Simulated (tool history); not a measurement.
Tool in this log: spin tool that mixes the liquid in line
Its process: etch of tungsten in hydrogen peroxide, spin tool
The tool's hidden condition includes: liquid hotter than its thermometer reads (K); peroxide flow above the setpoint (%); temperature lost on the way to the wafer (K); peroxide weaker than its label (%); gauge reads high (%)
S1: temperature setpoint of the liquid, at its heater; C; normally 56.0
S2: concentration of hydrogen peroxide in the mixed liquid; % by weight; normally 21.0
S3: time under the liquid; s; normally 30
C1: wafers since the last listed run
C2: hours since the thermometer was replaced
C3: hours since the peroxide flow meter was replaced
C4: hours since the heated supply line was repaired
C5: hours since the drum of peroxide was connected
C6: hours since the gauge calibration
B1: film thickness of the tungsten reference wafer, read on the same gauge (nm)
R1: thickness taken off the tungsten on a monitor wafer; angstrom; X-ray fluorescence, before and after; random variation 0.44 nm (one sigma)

Run 1, hour 0.0: usual settings; C1 0; C2 2400.1; C3 1330.1; C4 660.3; C5 1008.2; C6 45.4; B1 150.00. Result: R1 695.8 angstrom.
Run 2, hour 11.4: usual settings; C1 90; C2 2411.5; C3 1341.5; C4 671.7; C5 1019.6; C6 56.8; B1 150.01. Result: R1 694.1 angstrom.
Run 3, hour 20.5: usual settings; C1 72; C2 2420.6; C3 1350.6; C4 680.8; C5 1028.7; C6 65.9; B1 150.01. Result: R1 688.2 angstrom.
Run 4, hour 34.1: usual settings but S2 26.0 % by weight; C1 108; C2 2434.2; C3 1364.2; C4 694.4; C5 1042.3; C6 79.5; B1 150.00. Result: R1 773.1 angstrom.
Run 5, hour 40.7: usual settings but S2 26.0 % by weight; C1 52; C2 2440.8; C3 1370.8; C4 701.0; C5 1048.9; C6 86.1; B1 149.99. Result: R1 768.2 angstrom.
Run 6, hour 57.1: usual settings but S2 26.0 % by weight; C1 130; C2 2457.2; C3 1387.2; C4 717.4; C5 1065.3; C6 102.5; B1 150.02. Result: R1 767.5 angstrom.
Run 7, hour 70.9: usual settings but S3 35 s; C1 109; C2 2471.0; C3 1401.0; C4 731.2; C5 1079.1; C6 116.3; B1 150.00. Result: R1 808.3 angstrom.
At hour 81.1: heated supply line repaired.
Run 8, hour 81.6: usual settings but S3 35 s; C1 77; C2 2481.7; C3 1411.7; C4 0.5; C5 1089.8; C6 127.0; B1 149.99. Result: R1 814.0 angstrom.
Run 9, hour 98.9: usual settings but S3 35 s; C1 137; C2 2499.0; C3 1429.0; C4 17.8; C5 1107.1; C6 144.3; B1 149.99. Result: R1 809.1 angstrom.
Run 10, hour 145.2: usual settings; C1 368; C2 2545.3; C3 1475.3; C4 64.1; C5 1153.4; C6 190.6; B1 150.00. Result: R1 698.0 angstrom.
Run 11, hour 157.3: usual settings; C1 96; C2 2557.4; C3 1487.4; C4 76.2; C5 1165.5; C6 202.7; B1 150.00. Result: R1 687.8 angstrom.
Run 12, hour 165.5: usual settings; C1 65; C2 2565.6; C3 1495.6; C4 84.4; C5 1173.7; C6 210.9; B1 150.00. Result: R1 694.9 angstrom.
At hour 176.2: gauge calibrated.
Run 13, hour 182.8: usual settings but S3 15 s; C1 137; C2 2582.9; C3 1512.9; C4 101.7; C5 1191.0; C6 6.6; B1 150.01. Result: R1 345.3 angstrom.
At hour 184.5: new drum of peroxide connected.
At hour 185.0: peroxide flow meter replaced.
Run 14, hour 196.1: usual settings but S1 65.5 C, S2 19.0 % by weight; C1 93; C2 2596.2; C3 11.1; C4 115.0; C5 11.6; C6 19.9; B1 150.00. Result: R1 1137.7 angstrom.
Run 15, hour 203.4: usual settings but S1 50.0 C, S2 24.5 % by weight, S3 50 s; C1 58; C2 2603.5; C3 18.4; C4 122.3; C5 18.9; C6 27.2; B1 149.99. Result: R1 867.2 angstrom.
Run 16, hour 216.7: usual settings but S1 52.5 C; C1 105; C2 2616.8; C3 31.7; C4 135.6; C5 32.2; C6 40.5; B1 149.99. Result: R1 564.6 angstrom.
At hour 224.1: thermometer replaced.
Run 17, hour 224.6: usual settings but S1 59.5 C, S2 16.5 % by weight; C1 54; C2 0.5; C3 39.6; C4 143.5; C5 40.1; C6 48.4; B1 150.00. Result: R1 755.5 angstrom.
Run 18, hour 231.8: usual settings but S1 50.0 C, S2 18.5 % by weight; C1 57; C2 7.7; C3 46.8; C4 150.7; C5 47.3; C6 55.6; B1 150.01. Result: R1 452.0 angstrom.
Run 19, hour 244.5: usual settings but S1 62.0 C, S2 26.0 % by weight, S3 45 s; C1 101; C2 20.4; C3 59.5; C4 163.4; C5 60.0; C6 68.3; B1 150.00. Result: R1 1654.2 angstrom.
Run 20, hour 251.2: usual settings but S1 63.5 C, S3 45 s; C1 53; C2 27.1; C3 66.2; C4 170.1; C5 66.7; C6 75.0; B1 150.01. Result: R1 1610.4 angstrom.
Run 21, hour 260.1: usual settings but S1 47.5 C, S2 25.5 % by weight; C1 70; C2 36.0; C3 75.1; C4 179.0; C5 75.6; C6 83.9; B1 150.00. Result: R1 456.9 angstrom.
Run 22, hour 271.5: usual settings but S1 63.5 C; C1 90; C2 47.4; C3 86.5; C4 190.4; C5 87.0; C6 95.3; B1 150.00. Result: R1 1071.3 angstrom.
Run 23, hour 302.1: usual settings but S1 49.0 C, S2 15.5 % by weight, S3 40 s; C1 243; C2 78.0; C3 117.1; C4 221.0; C5 117.6; C6 125.9; B1 150.00. Result: R1 521.4 angstrom.
Run 24, hour 311.3: usual settings but S2 26.0 % by weight, S3 50 s; C1 73; C2 87.2; C3 126.3; C4 230.2; C5 126.8; C6 135.1; B1 150.01. Result: R1 1277.7 angstrom.
Run 25, hour 323.0: usual settings; C1 93; C2 98.9; C3 138.0; C4 241.9; C5 138.5; C6 146.8; B1 150.00. Result: R1 696.7 angstrom.
Run 26, hour 329.9: usual settings; C1 54; C2 105.8; C3 144.9; C4 248.8; C5 145.4; C6 153.7; B1 149.99. Result: R1 695.0 angstrom.

What if the next run were any one of these 4? Each begins from the tool's condition after run 26:
Run A, hour 330.3: usual settings; C1 3; C2 106.2; C3 145.3; C4 249.2; C5 145.8; C6 154.1; B1 ?. Result: R1 ?.
Run B, hour 330.3: usual settings but S1 48.0 C, S2 25.5 % by weight; C1 3; C2 106.2; C3 145.3; C4 249.2; C5 145.8; C6 154.1; B1 ?. Result: R1 ?.
Run C, hour 330.3: usual settings but S3 40 s; C1 3; C2 106.2; C3 145.3; C4 249.2; C5 145.8; C6 154.1; B1 ?. Result: R1 ?.
Run D, hour 330.3: usual settings but S1 65.0 C, S2 26.5 % by weight, S3 45 s; C1 3; C2 106.2; C3 145.3; C4 249.2; C5 145.8; C6 154.1; B1 ?. Result: R1 ?.

run      B1      R1
  A  150.01   691.5
  B  150.01   470.1
  C  150.01   922.0
  D  150.01  1952.3
Had the tool no hidden state, the same runs would have come out as:
run      R1
  A   691.5
  B   470.1
  C   922.0
  D  1952.3
